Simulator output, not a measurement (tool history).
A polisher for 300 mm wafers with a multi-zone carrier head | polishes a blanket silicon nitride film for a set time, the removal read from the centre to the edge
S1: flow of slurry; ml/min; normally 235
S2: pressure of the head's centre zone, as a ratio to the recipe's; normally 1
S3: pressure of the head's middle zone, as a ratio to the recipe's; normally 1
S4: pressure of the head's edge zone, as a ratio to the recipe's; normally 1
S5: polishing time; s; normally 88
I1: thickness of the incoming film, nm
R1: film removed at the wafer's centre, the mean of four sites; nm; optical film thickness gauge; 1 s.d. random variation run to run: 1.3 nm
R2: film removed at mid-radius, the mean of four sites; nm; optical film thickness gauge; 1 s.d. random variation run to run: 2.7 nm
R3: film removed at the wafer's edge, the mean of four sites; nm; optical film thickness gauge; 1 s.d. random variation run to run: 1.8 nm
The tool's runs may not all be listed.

| run | day | S1 | S2 | S3 | S4 | S5 | I1 | R1 | R2 | R3 |
|---|---|---|---|---|---|---|---|---|---|---|
| 1 | 0 | 235 | 1 | 1 | 1 | 101 | 751.5 | 213.2 | 211 | 220.9 |
| 2 | 0.596 | 235 | 1 | 1 | 1 | 101 | 730.7 | 212.5 | 211.5 | 218 |
|  | 1.317 | worn pad replaced by a new one |
| 3 | 1.338 | 235 | 1 | 1 | 1 | 101 | 754.6 | 210.8 | 215.9 | 221 |
| 4 | 1.462 | 235 | 1 | 1.09 | 1 | 88 | 741.1 | 183.5 | 203.2 | 188.7 |
| 5 | 1.975 | 235 | 1 | 1.09 | 1 | 88 | 741.9 | 181.6 | 197.1 | 192.9 |
|  | 2.412 | centre zone pressure recalibrated |
| 6 | 2.671 | 235 | 1 | 1 | 1 | 88 | 734.9 | 182.7 | 190.8 | 191.2 |
| 7 | 2.929 | 235 | 1 | 1 | 1 | 88 | 737.8 | 183.2 | 183.6 | 190.1 |
|  | 3.258 | worn pad replaced by a new one |
|  | 3.562 | edge zone pressure recalibrated |
|  | 4.15 | slurry nozzle cleaned |
| 8 | 4.171 | 235 | 1 | 1 | 1 | 88 | 741.4 | 182.9 | 182.7 | 189.8 |
| 9 | 4.45 | 235 | 0.92 | 1 | 1 | 80 | 747.7 | 156.1 | 166.7 | 173.1 |
|  | 5.2 | worn pad replaced by a new one |
| 10 | 5.221 | 280 | 1 | 0.91 | 0.96 | 98 | 744.7 | 209.2 | 202.1 | 214.7 |
|  | 5.55 | carrier head's membrane replaced by a new one |
| 11 | 5.629 | 235 | 1.04 | 1 | 1 | 88 | 740.3 | 190 | 183.9 | 192.8 |
| 12 | 5.992 | 165 | 1 | 1 | 1 | 88 | 745.4 | 174.4 | 178.6 | 181.7 |
| 13 | 6.667 | 175 | 1 | 1 | 1 | 76 | 734.2 | 152 | 152.9 | 159.1 |
|  | 7.058 | worn pad replaced by a new one |
| 14 | 7.288 | 235 | 1 | 1 | 1 | 88 | 755.5 | 184.1 | 185.2 | 187.3 |

Here are 5 independent what-if runs from the current tool condition. What would each one return?
| A | 7.304 | 235 | 1 | 1 | 1 | 88 | 735.7 | ? | ? | ? |
| B | 7.304 | 185 | 1 | 1 | 1 | 88 | 735.7 | ? | ? | ? |
| C | 7.304 | 235 | 1 | 0.88 | 1 | 88 | 735.7 | ? | ? | ? |
| D | 7.304 | 235 | 1 | 1.06 | 1.05 | 88 | 735.7 | ? | ? | ? |
| E | 7.304 | 195 | 0.89 | 0.96 | 1 | 77 | 735.7 | ? | ? | ? |

| run | R1 | R2 | R3 |
|---|---|---|---|
| A | 184.9 | 180 | 192.9 |
| B | 178.2 | 174.2 | 188.3 |
| C | 184.7 | 164.5 | 193.1 |
| D | 184.9 | 187.7 | 197.1 |
| E | 145.2 | 149.3 | 165.8 |
Without the tool's unlogged condition, the same runs would have read:
| run | R1 | R2 | R3 |
|---|---|---|---|
| A | 184.9 | 180 | 192.9 |
| B | 178.2 | 174.2 | 188.3 |
| C | 184.7 | 164.5 | 193.1 |
| D | 184.9 | 187.7 | 197.1 |
| E | 145.2 | 149.3 | 165.8 |

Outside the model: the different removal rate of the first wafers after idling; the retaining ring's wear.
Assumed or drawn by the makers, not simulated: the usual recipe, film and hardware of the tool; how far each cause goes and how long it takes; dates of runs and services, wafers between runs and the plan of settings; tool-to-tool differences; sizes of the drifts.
